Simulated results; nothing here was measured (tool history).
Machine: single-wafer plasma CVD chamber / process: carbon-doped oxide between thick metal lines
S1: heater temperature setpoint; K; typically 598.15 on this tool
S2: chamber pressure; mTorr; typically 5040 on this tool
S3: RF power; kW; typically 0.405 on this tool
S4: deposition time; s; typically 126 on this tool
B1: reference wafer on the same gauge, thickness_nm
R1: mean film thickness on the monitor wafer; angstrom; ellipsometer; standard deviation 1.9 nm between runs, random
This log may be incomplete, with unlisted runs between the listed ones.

Run 1, day 0: usual settings but S1 603.15 K; B1 507.457. Result: R1 6227.37 angstrom.
At day 0.35: RF generator calibrated.
Run 2, day 2.742: usual settings but S2 4090 mTorr, S4 137 s; B1 507.68. Result: R1 6556.48 angstrom.
Run 3, day 5.796: usual settings but S3 0.36 kW, S4 132 s; B1 508.834. Result: R1 6249.81 angstrom.
Run 4, day 8.454: usual settings but S1 604.15 K, S2 4220 mTorr; B1 509.164. Result: R1 5978.72 angstrom.
Run 5, day 15.117: usual settings but S1 604.15 K, S2 4220 mTorr; B1 510.229. Result: R1 5955.08 angstrom.
Run 6, day 17.021: usual settings but S1 604.15 K, S2 4220 mTorr; B1 510.67. Result: R1 5983.18 angstrom.
Run 7, day 19.312: usual settings but S1 588.15 K, S4 137 s; B1 510.949. Result: R1 7133.68 angstrom.
Run 8, day 21.696: usual settings but S1 588.15 K, S4 137 s; B1 511.541. Result: R1 7168.53 angstrom.
Run 9, day 22.917: usual settings; B1 511.748. Result: R1 6363.74 angstrom.
Run 10, day 24.5: usual settings; B1 512.071. Result: R1 6415.18 angstrom.
Run 11, day 26.462: usual settings but S1 604.15 K, S2 4160 mTorr, S3 0.345 kW; B1 511.866. Result: R1 5505.69 angstrom.
At day 27.117: capacitance manometer re-zeroed and calibrated.
Run 12, day 28.271: usual settings but S1 592.15 K, S3 0.45 kW; B1 512.578. Result: R1 6858.37 angstrom.
Run 13, day 30.35: usual settings but S2 5370 mTorr; B1 513.103. Result: R1 6472.52 angstrom.
At day 31.212: RF generator calibrated.
At day 31.738: gauge calibrated.
At day 33.538: thermocouple changed; heater temperature recalibrated.
Run 14, day 33.558: usual settings but S1 610.15 K, S2 5570 mTorr, S3 0.36 kW; B1 498.431. Result: R1 5791.56 angstrom.
Run 15, day 35.583: usual settings but S2 5920 mTorr; B1 498.748. Result: R1 6371.72 angstrom.
Run 16, day 37.162: usual settings but S1 588.15 K, S4 137 s; B1 498.742. Result: R1 6928.36 angstrom.
Run 17, day 38.821: usual settings; B1 499.124. Result: R1 6202.22 angstrom.
Run 18, day 41.342: usual settings but S1 603.15 K, S2 5930 mTorr, S3 0.365 kW, S4 139 s; B1 499.776. Result: R1 6556.37 angstrom.
Run 19, day 43.308: usual settings but S1 610.15 K, S2 5460 mTorr, S3 0.43 kW, S4 147 s; B1 500.086. Result: R1 7349.47 angstrom.
Run 20, day 46.154: usual settings; B1 500.64. Result: R1 6219.79 angstrom.
At day 47.217: showerhead replaced.
Run 21, day 53.692: usual settings but S2 4140 mTorr, S4 140 s; B1 501.969. Result: R1 6644.26 angstrom.
Run 22, day 55.517: usual settings but S1 604.15 K, S2 4220 mTorr; B1 502.456. Result: R1 5896.95 angstrom.
Run 23, day 59.1: usual settings but S1 607.15 K, S4 134 s; B1 502.981. Result: R1 6478.59 angstrom.
Run 24, day 61.696: usual settings but S4 107 s; B1 503.341. Result: R1 5353.04 angstrom.
Run 25, day 64.5: usual settings but S2 4430 mTorr, S3 0.45 kW, S4 119 s; B1 504.198. Result: R1 6058.26 angstrom.
Run 26, day 65.817: usual settings but S1 584.15 K; B1 504.11. Result: R1 6560.47 angstrom.
At day 66.604: RF generator calibrated.
Run 27, day 67.858: usual settings but S2 5870 mTorr, S3 0.335 kW; B1 504.587. Result: R1 5826.56 angstrom.
Run 28, day 69.462: usual settings but S1 613.15 K, S2 5910 mTorr, S3 0.475 kW; B1 505.158. Result: R1 6746.45 angstrom.

Each row is a separate what-if for the run after 28, all from the same tool condition, not one after another. Results?
Run A, day 69.479: usual settings but S2 6270 mTorr; B1 ?. Result: R1 ?.
Run B, day 69.479: usual settings but S1 609.15 K, S4 118 s; B1 ?. Result: R1 ?.
Run C, day 69.479: usual settings but S1 610.15 K, S2 5620 mTorr, S3 0.485 kW, S4 111 s; B1 ?. Result: R1 ?.
Run D, day 69.479: usual settings but S1 583.15 K, S2 6200 mTorr, S3 0.355 kW, S4 118 s; B1 ?. Result: R1 ?.

run       B1       R1
  A  504.688  6505.44
  B  504.688  5696.15
  C  504.688  6002.91
  D  504.688  5963.56
With no hidden state in the tool, these same runs would have given:
run       R1
  A  6430.05
  B  5630.13
  C  5933.34
  D  5894.45
